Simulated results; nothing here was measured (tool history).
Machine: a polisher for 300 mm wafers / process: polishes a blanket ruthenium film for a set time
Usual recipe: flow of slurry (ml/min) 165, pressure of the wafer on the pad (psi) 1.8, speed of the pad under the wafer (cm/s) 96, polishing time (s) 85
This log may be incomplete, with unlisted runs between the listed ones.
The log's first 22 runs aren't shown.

run    hour  flow of slurry (ml/min)  pressure of the wafer on the pad (psi)  speed of the pad under the wafer (cm/s)  polishing time (s)  incoming thickness of the incoming film, nm  film removed (angstrom)
 23   656.1                      180                                     1.3                                       84                 106                                        606.4                      752
 24   676.6                      165                                     1.8                                       96                  85                                        628.4                      817
 25   701.9                      165                                     1.8                                       96                 104                                        613.8                      999
 26   722.1                      115                                       2                                       96                  85                                        613.2                      811
 27   737.7                      205                                     1.3                                      118                  94                                        623.2                      948
 28   813.1                      165                                     1.4                                      128                  60                                        630.3                      659
      868.5  -- worn pad replaced by a new one
 29   877.3                      165                                     1.8                                       96                  85                                        612.8                      784
 30   899.3                      165                                     1.8                                       96                  85                                        617.3                      808
 31   914.9                      165                                     2.2                                       66                 106                                        622.6                      764
 32   945.8                      165                                     1.8                                       74                  77                                        616.9                      566
 33   962.4                      130                                     1.2                                      110                 111                                        618.3                      880
 34   994.9                      165                                     1.8                                       96                  85                                        623.6                      777
 35  1034.2                      165                                     1.8                                       96                  85                                        619.6                      782
 36  1056.7                      215                                     2.4                                       72                  85                                        624.1                      745

What if the next run were any one of these 5? Each begins from the tool's condition after run 36:
  A  1057.2                      165                                     1.8                                       96                  85                                        623.6                        ?
  B  1057.2                      165                                     1.8                                       96                 102                                        623.6                        ?
  C  1057.2                      190                                     2.4                                       96                 109                                        623.6                        ?
  D  1057.2                      165                                     2.1                                       66                 106                                        623.6                        ?
  E  1057.2                      150                                       2                                      122                  64                                        623.6                        ?

run  film removed (angstrom)
  A                      791
  B                      949
  C                     1254
  D                      747
  E                      790
With no hidden state in the tool, these same runs would have given:
run  film removed (angstrom)
  A                      826
  B                      991
  C                     1302
  D                      779
  E                      828
